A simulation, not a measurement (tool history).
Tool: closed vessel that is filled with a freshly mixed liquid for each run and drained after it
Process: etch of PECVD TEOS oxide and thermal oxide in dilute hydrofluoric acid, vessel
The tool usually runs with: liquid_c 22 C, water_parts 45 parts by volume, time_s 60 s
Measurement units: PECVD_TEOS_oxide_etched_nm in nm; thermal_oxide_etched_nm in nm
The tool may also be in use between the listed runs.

run	day	liquid_c	water_parts	time_s	read-back film thickness of the PECVD TEOS oxide reference wafer, read on the same gauge (nm)	read-back film thickness of the thermal oxide reference wafer, read on the same gauge (nm)	PECVD_TEOS_oxide_etched_nm	thermal_oxide_etched_nm
1	0	22	45	60	130	70	12.64	5.59
2	3.817	22	45	60	129.99	70	12.64	5.48
3	7.946	22	45	60	130	69.99	12.2	5.41
# day 10.858: hydrofluoric acid flow meter replaced
4	17.717	22	45	60	130.01	70	13.38	5.83
5	23.358	22	45	60	129.99	69.99	12.94	5.74
6	26.625	24.5	45	60	130.01	70.01	14.47	6.29
7	29.471	24.5	45	60	129.99	70.03	14.31	6.21
# day 30.783: gauge calibrated
8	33.562	22	45	35	129.98	70.01	7.35	3.2
# day 35.858: thermometer replaced
9	37.475	22	60	80	129.99	70.03	13.28	5.74
10	41.154	22	45	60	130	70	13.11	5.87
11	42.829	22	45	30	129.99	70	6.56	2.89
12	46.088	22	45	60	130.01	70	13.08	5.76
13	54.242	18	55	60	129.99	70	8.79	3.77
# day 55.879: hydrofluoric acid flow meter replaced
14	56.883	23.5	45	60	130.02	70	14.61	6.45
15	58.596	22	45	40	129.99	70	9.09	4.02
16	60.225	18	45	60	130.01	69.97	11.45	5
17	62.192	22	45	40	130.01	70	9.06	3.96
18	66.179	25.5	55	60	130.01	69.99	12.41	5.51
19	70.379	25	65	60	129.99	69.99	9.95	4.47
20	73.512	22	35	30	129.98	70.01	8.38	3.73
21	75.9	22	45	50	130	70	10.86	4.77
22	78.671	22	45	80	130	70	17	7.53
23	80.529	22	65	30	129.97	70.01	4.28	1.88
24	83.279	25	30	50	130	70.03	18.44	7.99
# day 87.35: gauge calibrated
25	87.704	22	45	60	129.99	70	12.44	5.52

Here are 5 independent what-if runs from the current tool condition. What would each one return?
A	87.733	22	45	60	?	?	?	?
B	87.733	22	30	95	?	?	?	?
C	87.733	22	45	45	?	?	?	?
D	87.733	19.5	55	60	?	?	?	?
E	87.733	24	40	85	?	?	?	?

run	read-back film thickness of the PECVD TEOS oxide reference wafer, read on the same gauge (nm)	read-back film thickness of the thermal oxide reference wafer, read on the same gauge (nm)	PECVD_TEOS_oxide_etched_nm	thermal_oxide_etched_nm
A	129.99	69.99	12.49	5.48
B	129.99	69.99	30.26	13.26
C	129.99	69.99	9.37	4.11
D	129.99	69.99	9.07	3.98
E	129.99	69.99	21.81	9.56
Take away the tool's hidden state, keep each run's random variation, and the runs would have read:
run	PECVD_TEOS_oxide_etched_nm	thermal_oxide_etched_nm
A	14.38	6.31
B	34.82	15.26
C	10.79	4.73
D	10.46	4.59
E	25.08	10.99

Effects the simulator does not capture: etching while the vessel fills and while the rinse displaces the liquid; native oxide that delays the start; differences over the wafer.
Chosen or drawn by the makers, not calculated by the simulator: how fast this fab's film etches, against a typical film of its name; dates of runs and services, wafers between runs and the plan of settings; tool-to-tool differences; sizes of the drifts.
